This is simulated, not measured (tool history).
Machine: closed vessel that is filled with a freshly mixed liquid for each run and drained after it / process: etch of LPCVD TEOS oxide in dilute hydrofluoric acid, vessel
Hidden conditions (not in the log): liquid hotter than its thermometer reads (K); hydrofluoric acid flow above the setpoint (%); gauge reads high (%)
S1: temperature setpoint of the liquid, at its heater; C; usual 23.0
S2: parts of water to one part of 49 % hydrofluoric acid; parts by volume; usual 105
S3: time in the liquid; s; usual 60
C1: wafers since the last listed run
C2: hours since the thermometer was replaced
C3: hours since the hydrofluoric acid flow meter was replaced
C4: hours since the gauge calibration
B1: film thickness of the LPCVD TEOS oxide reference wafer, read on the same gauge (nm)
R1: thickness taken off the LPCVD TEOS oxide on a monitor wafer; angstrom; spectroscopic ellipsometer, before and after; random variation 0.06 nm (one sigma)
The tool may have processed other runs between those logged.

{"run": 1, "hour": 0.0, "S1": 23.0, "S2": 105, "S3": 60, "C1": 0, "C2": 918.7, "C3": 782.7, "C4": 170.4, "B1": 90.02, "R1": 124.8}
{"run": 2, "hour": 9.2, "S1": 23.0, "S2": 105, "S3": 80, "C1": 1239, "C2": 927.9, "C3": 791.9, "C4": 179.6, "B1": 90.02, "R1": 164.0}
{"run": 3, "hour": 22.3, "S1": 23.0, "S2": 105, "S3": 80, "C1": 1764, "C2": 941.0, "C3": 805.0, "C4": 192.7, "B1": 90.02, "R1": 167.2}
{"run": 4, "hour": 31.6, "S1": 23.0, "S2": 105, "S3": 80, "C1": 1252, "C2": 950.3, "C3": 814.3, "C4": 202.0, "B1": 90.02, "R1": 166.6}
{"run": 5, "hour": 46.3, "S1": 23.0, "S2": 105, "S3": 60, "C1": 1980, "C2": 965.0, "C3": 829.0, "C4": 216.7, "B1": 89.95, "R1": 126.0}
{"run": 6, "hour": 61.2, "S1": 23.0, "S2": 105, "S3": 60, "C1": 2007, "C2": 979.9, "C3": 843.9, "C4": 231.6, "B1": 89.99, "R1": 125.6}
{"run": 7, "hour": 70.1, "S1": 23.0, "S2": 105, "S3": 60, "C1": 1199, "C2": 988.8, "C3": 852.8, "C4": 240.5, "B1": 89.98, "R1": 125.7}
{"run": 8, "hour": 78.6, "S1": 23.0, "S2": 135, "S3": 45, "C1": 1145, "C2": 997.3, "C3": 861.3, "C4": 249.0, "B1": 90.01, "R1": 71.6}
{"run": 9, "hour": 85.7, "S1": 23.0, "S2": 135, "S3": 45, "C1": 956, "C2": 1004.4, "C3": 868.4, "C4": 256.1, "B1": 89.99, "R1": 71.2}
{"run": 10, "hour": 101.7, "S1": 23.0, "S2": 135, "S3": 45, "C1": 2155, "C2": 1020.4, "C3": 884.4, "C4": 272.1, "B1": 90.0, "R1": 71.2}
{"run": 11, "hour": 114.7, "S1": 23.0, "S2": 105, "S3": 45, "C1": 1751, "C2": 1033.4, "C3": 897.4, "C4": 285.1, "B1": 89.96, "R1": 95.6}
{"run": 12, "hour": 129.2, "S1": 23.0, "S2": 105, "S3": 45, "C1": 1953, "C2": 1047.9, "C3": 911.9, "C4": 299.6, "B1": 90.02, "R1": 95.5}
{"run": 13, "hour": 142.7, "S1": 23.0, "S2": 105, "S3": 60, "C1": 1818, "C2": 1061.4, "C3": 925.4, "C4": 313.1, "B1": 90.02, "R1": 128.6}
{"run": 14, "hour": 149.8, "S1": 25.0, "S2": 105, "S3": 60, "C1": 956, "C2": 1068.5, "C3": 932.5, "C4": 320.2, "B1": 89.97, "R1": 138.6}
{"hour": 161.7, "done": "hydrofluoric acid flow meter replaced"}
{"run": 15, "hour": 172.1, "S1": 23.0, "S2": 105, "S3": 60, "C1": 2869, "C2": 1090.8, "C3": 10.4, "C4": 342.5, "B1": 89.96, "R1": 113.9}
{"hour": 172.3, "done": "gauge calibrated"}
{"hour": 178.0, "done": "thermometer replaced"}
{"run": 16, "hour": 189.6, "S1": 23.0, "S2": 105, "S3": 75, "C1": 2222, "C2": 11.6, "C3": 27.9, "C4": 17.3, "B1": 90.02, "R1": 127.2}
{"run": 17, "hour": 195.9, "S1": 23.0, "S2": 135, "S3": 45, "C1": 848, "C2": 17.9, "C3": 34.2, "C4": 23.6, "B1": 89.95, "R1": 57.6}
{"run": 18, "hour": 206.6, "S1": 27.0, "S2": 105, "S3": 85, "C1": 1441, "C2": 28.6, "C3": 44.9, "C4": 34.3, "B1": 90.0, "R1": 168.5}
{"run": 19, "hour": 216.9, "S1": 23.0, "S2": 105, "S3": 45, "C1": 1387, "C2": 38.9, "C3": 55.2, "C4": 44.6, "B1": 89.99, "R1": 76.7}
{"run": 20, "hour": 233.2, "S1": 26.0, "S2": 135, "S3": 70, "C1": 2196, "C2": 55.2, "C3": 71.5, "C4": 60.9, "B1": 90.01, "R1": 101.6}
{"run": 21, "hour": 249.6, "S1": 23.0, "S2": 105, "S3": 60, "C1": 2209, "C2": 71.6, "C3": 87.9, "C4": 77.3, "B1": 89.98, "R1": 102.9}
{"run": 22, "hour": 260.2, "S1": 25.5, "S2": 155, "S3": 45, "C1": 1428, "C2": 82.2, "C3": 98.5, "C4": 87.9, "B1": 89.95, "R1": 54.8}
{"run": 23, "hour": 272.1, "S1": 23.0, "S2": 105, "S3": 40, "C1": 1603, "C2": 94.1, "C3": 110.4, "C4": 99.8, "B1": 89.98, "R1": 68.4}
{"run": 24, "hour": 283.0, "S1": 20.5, "S2": 145, "S3": 70, "C1": 1468, "C2": 105.0, "C3": 121.3, "C4": 110.7, "B1": 89.97, "R1": 75.7}
{"run": 25, "hour": 295.6, "S1": 27.5, "S2": 80, "S3": 60, "C1": 1697, "C2": 117.6, "C3": 133.9, "C4": 123.3, "B1": 90.01, "R1": 168.7}
{"run": 26, "hour": 303.8, "S1": 23.0, "S2": 105, "S3": 60, "C1": 1104, "C2": 125.8, "C3": 142.1, "C4": 131.5, "B1": 90.03, "R1": 105.0}

Alternative continuations, all from the tool just after run 26; predict every row:
{"run": "A", "hour": 304.5, "S1": 23.0, "S2": 140, "S3": 60, "C1": 94, "C2": 126.5, "C3": 142.8, "C4": 132.2, "B1": "?", "R1": "?"}
{"run": "B", "hour": 304.5, "S1": 19.0, "S2": 85, "S3": 70, "C1": 94, "C2": 126.5, "C3": 142.8, "C4": 132.2, "B1": "?", "R1": "?"}
{"run": "C", "hour": 304.5, "S1": 23.0, "S2": 120, "S3": 90, "C1": 94, "C2": 126.5, "C3": 142.8, "C4": 132.2, "B1": "?", "R1": "?"}
{"run": "D", "hour": 304.5, "S1": 26.5, "S2": 155, "S3": 50, "C1": 94, "C2": 126.5, "C3": 142.8, "C4": 132.2, "B1": "?", "R1": "?"}

run=A B1=90.01 R1=74.9
run=B B1=90.01 R1=130.1
run=C B1=90.01 R1=134.1
run=D B1=90.01 R1=63.3
With no hidden state in the tool, these same runs would have given:
run=A R1=70.7
run=B R1=123.0
run=C R1=126.7
run=D R1=59.8
